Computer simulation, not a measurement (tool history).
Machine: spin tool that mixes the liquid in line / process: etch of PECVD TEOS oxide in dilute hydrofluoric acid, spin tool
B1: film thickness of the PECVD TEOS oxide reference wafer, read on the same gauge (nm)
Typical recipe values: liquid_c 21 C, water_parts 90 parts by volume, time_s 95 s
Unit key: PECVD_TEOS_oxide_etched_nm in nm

{"run": 1, "hour": 0.0, "liquid_c": 21, "water_parts": 90, "time_s": 95, "B1": 89.97, "PECVD_TEOS_oxide_etched_nm": 17.14}
{"run": 2, "hour": 39.0, "liquid_c": 21, "water_parts": 90, "time_s": 110, "B1": 89.96, "PECVD_TEOS_oxide_etched_nm": 19.7}
{"run": 3, "hour": 66.1, "liquid_c": 21, "water_parts": 90, "time_s": 110, "B1": 89.93, "PECVD_TEOS_oxide_etched_nm": 19.71}
{"run": 4, "hour": 95.1, "liquid_c": 21, "water_parts": 90, "time_s": 110, "B1": 90, "PECVD_TEOS_oxide_etched_nm": 19.62}
{"run": 5, "hour": 121.5, "liquid_c": 21, "water_parts": 90, "time_s": 95, "B1": 89.96, "PECVD_TEOS_oxide_etched_nm": 17.27}
{"run": 6, "hour": 163.7, "liquid_c": 21, "water_parts": 90, "time_s": 95, "B1": 90.01, "PECVD_TEOS_oxide_etched_nm": 17.21}
{"run": 7, "hour": 195.7, "liquid_c": 21, "water_parts": 90, "time_s": 95, "B1": 90.03, "PECVD_TEOS_oxide_etched_nm": 17.2}
{"run": 8, "hour": 241.7, "liquid_c": 21, "water_parts": 90, "time_s": 95, "B1": 90.01, "PECVD_TEOS_oxide_etched_nm": 17.48}
{"hour": 280.6, "done": "thermometer replaced"}
{"run": 9, "hour": 298.5, "liquid_c": 21, "water_parts": 90, "time_s": 95, "B1": 89.99, "PECVD_TEOS_oxide_etched_nm": 15.61}
{"run": 10, "hour": 360.8, "liquid_c": 21, "water_parts": 90, "time_s": 95, "B1": 90.02, "PECVD_TEOS_oxide_etched_nm": 15.45}
{"run": 11, "hour": 385.2, "liquid_c": 21, "water_parts": 90, "time_s": 95, "B1": 90.01, "PECVD_TEOS_oxide_etched_nm": 15.67}
{"hour": 425.5, "done": "hydrofluoric acid flow meter replaced"}
{"run": 12, "hour": 436.3, "liquid_c": 21, "water_parts": 90, "time_s": 95, "B1": 89.97, "PECVD_TEOS_oxide_etched_nm": 15.58}
{"run": 13, "hour": 484.9, "liquid_c": 21, "water_parts": 115, "time_s": 95, "B1": 90.01, "PECVD_TEOS_oxide_etched_nm": 11.93}
{"run": 14, "hour": 547.8, "liquid_c": 21, "water_parts": 90, "time_s": 95, "B1": 89.99, "PECVD_TEOS_oxide_etched_nm": 15.72}
{"run": 15, "hour": 590.1, "liquid_c": 21, "water_parts": 90, "time_s": 95, "B1": 89.97, "PECVD_TEOS_oxide_etched_nm": 15.9}
{"run": 16, "hour": 644.3, "liquid_c": 21, "water_parts": 90, "time_s": 95, "B1": 90, "PECVD_TEOS_oxide_etched_nm": 15.67}
{"run": 17, "hour": 679.8, "liquid_c": 21, "water_parts": 90, "time_s": 95, "B1": 90, "PECVD_TEOS_oxide_etched_nm": 15.98}
{"run": 18, "hour": 710.2, "liquid_c": 21, "water_parts": 110, "time_s": 95, "B1": 90.06, "PECVD_TEOS_oxide_etched_nm": 12.75}
{"run": 19, "hour": 749.0, "liquid_c": 25, "water_parts": 90, "time_s": 45, "B1": 89.99, "PECVD_TEOS_oxide_etched_nm": 8.81}
{"run": 20, "hour": 803.8, "liquid_c": 19, "water_parts": 55, "time_s": 95, "B1": 90.01, "PECVD_TEOS_oxide_etched_nm": 24.87}
{"hour": 820.1, "done": "gauge calibrated"}
{"run": 21, "hour": 843.7, "liquid_c": 21, "water_parts": 105, "time_s": 95, "B1": 90.05, "PECVD_TEOS_oxide_etched_nm": 13.3}
{"run": 22, "hour": 870.5, "liquid_c": 26, "water_parts": 125, "time_s": 70, "B1": 89.96, "PECVD_TEOS_oxide_etched_nm": 9.81}
{"run": 23, "hour": 930.3, "liquid_c": 21, "water_parts": 75, "time_s": 95, "B1": 90, "PECVD_TEOS_oxide_etched_nm": 19.51}
{"run": 24, "hour": 993.6, "liquid_c": 17, "water_parts": 130, "time_s": 40, "B1": 90.01, "PECVD_TEOS_oxide_etched_nm": 3.81}
{"hour": 1033.5, "done": "hydrofluoric acid flow meter replaced"}
{"run": 25, "hour": 1144.6, "liquid_c": 18, "water_parts": 90, "time_s": 125, "B1": 89.97, "PECVD_TEOS_oxide_etched_nm": 18.75}
{"run": 26, "hour": 1189.1, "liquid_c": 21, "water_parts": 90, "time_s": 95, "B1": 89.96, "PECVD_TEOS_oxide_etched_nm": 16.07}
{"run": 27, "hour": 1242.3, "liquid_c": 25.5, "water_parts": 135, "time_s": 55, "B1": 90.02, "PECVD_TEOS_oxide_etched_nm": 7.02}
{"run": 28, "hour": 1284.7, "liquid_c": 17, "water_parts": 90, "time_s": 95, "B1": 89.94, "PECVD_TEOS_oxide_etched_nm": 13.74}
{"run": 29, "hour": 1355.2, "liquid_c": 24, "water_parts": 90, "time_s": 135, "B1": 90.02, "PECVD_TEOS_oxide_etched_nm": 25.99}
{"run": 30, "hour": 1396.4, "liquid_c": 19.5, "water_parts": 65, "time_s": 40, "B1": 89.99, "PECVD_TEOS_oxide_etched_nm": 9.2}
{"run": 31, "hour": 1460.6, "liquid_c": 21, "water_parts": 130, "time_s": 95, "B1": 90.03, "PECVD_TEOS_oxide_etched_nm": 10.77}
{"run": 32, "hour": 1484.7, "liquid_c": 23.5, "water_parts": 60, "time_s": 65, "B1": 90.01, "PECVD_TEOS_oxide_etched_nm": 19.4}

A few steps of PECVD_TEOS_oxide_etched_nm between consecutive runs. Split each: what settings, incoming material and random variation would produce without the hidden state, and what is left over for the hidden state, along with gauge scatter present in only one of the two compared results (measured, and without hidden state):
Hidden conditions of the tool in this case: liquid hotter than its thermometer reads (K); hydrofluoric acid flow below the setpoint (%); gauge reads high (%).
Run 8 -> 9: thermometer replaced. PECVD_TEOS_oxide_etched_nm -1.87 nm: hidden state -1.64, all else -0.23.
Run 19 -> 20: liquid_c 25 -> 19, water_parts 90 -> 55, time_s 45 -> 95. PECVD_TEOS_oxide_etched_nm +16.06 nm: hidden state +0.55, all else +15.51.
Run 23 -> 24: liquid_c 21 -> 17, water_parts 75 -> 130, time_s 95 -> 40. PECVD_TEOS_oxide_etched_nm -15.7 nm: hidden state -0.55, all else -15.15.
Run 24 -> 25: liquid_c 17 -> 18, water_parts 130 -> 90, time_s 40 -> 125, hydrofluoric acid flow meter replaced. PECVD_TEOS_oxide_etched_nm +14.94 nm: hidden state +0.68, all else +14.26.
Run 29 -> 30: liquid_c 24 -> 19.5, water_parts 90 -> 65, time_s 135 -> 40. PECVD_TEOS_oxide_etched_nm -16.79 nm: hidden state -0.81, all else -15.98.

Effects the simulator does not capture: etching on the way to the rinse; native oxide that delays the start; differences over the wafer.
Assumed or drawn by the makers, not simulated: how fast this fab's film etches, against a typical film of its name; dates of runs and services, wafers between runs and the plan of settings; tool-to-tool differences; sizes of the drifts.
